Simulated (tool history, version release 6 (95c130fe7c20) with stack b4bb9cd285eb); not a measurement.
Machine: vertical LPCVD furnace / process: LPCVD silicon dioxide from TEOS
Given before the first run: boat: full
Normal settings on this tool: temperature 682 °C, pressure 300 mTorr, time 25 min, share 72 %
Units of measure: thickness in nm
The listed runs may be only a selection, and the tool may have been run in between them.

run	day	temperature	pressure	time	share	read-back reference wafer on the same gauge, thickness	thickness
1	0	682	300	25	72	134.06	125.13
2	2.354	682	300	25	72	134.03	126.75
3	3.875	682	300	25	72	134.04	125.29
4	6.433	682	300	25	72	133.96	126.34
5	8.754	678	280	25	72	133.95	110.79
6	11.458	682	300	25	72	134.04	125.78
7	13.225	682	300	25	72	134.05	126.78
# day 14.596: pressure gauge zeroed
# day 15.292: gauge calibrated
8	15.688	682	300	25	72	133.97	122.52
# day 16.821: TEOS flow controller replaced
9	18.679	682	300	31.5	62	134.03	142.21
10	20.5	692	300	25	72	133.95	154.99
11	22.362	682	300	25	72	134.13	121.7
12	23.388	678	345	25	72	133.93	119.24
# day 24.779: thermocouples replaced and temperature profile calibrated
13	25.854	671	255	25	72	134.07	86.39
14	28.242	682	300	25	82	134.03	130.67
15	30.846	682	300	21.5	72	134	105.06
16	32.312	682	300	25	72	134.06	121.75
17	37.275	677	300	25	77	134.03	112.11
18	38.479	671	255	25	72	134.01	86.41

Exercise: give the hidden state of the tool at every run:
true tube temperature minus thermocouple reading, K: 0 on each run
deviation of the TEOS flow from its setpoint, %: 0 on each run
gauge reads high (%): 0 on each run
H1: true pressure minus gauge reading, mTorr
run	H1
1	17.1
2	17.8
3	18.3
4	19.1
5	19.9
6	20.9
7	21.5
8	-0.373
9	-0.344
10	-0.31
11	-0.262
12	-0.229
13	-0.136
14	-0.024
15	0.123
16	0.217
17	0.595
18	0.701

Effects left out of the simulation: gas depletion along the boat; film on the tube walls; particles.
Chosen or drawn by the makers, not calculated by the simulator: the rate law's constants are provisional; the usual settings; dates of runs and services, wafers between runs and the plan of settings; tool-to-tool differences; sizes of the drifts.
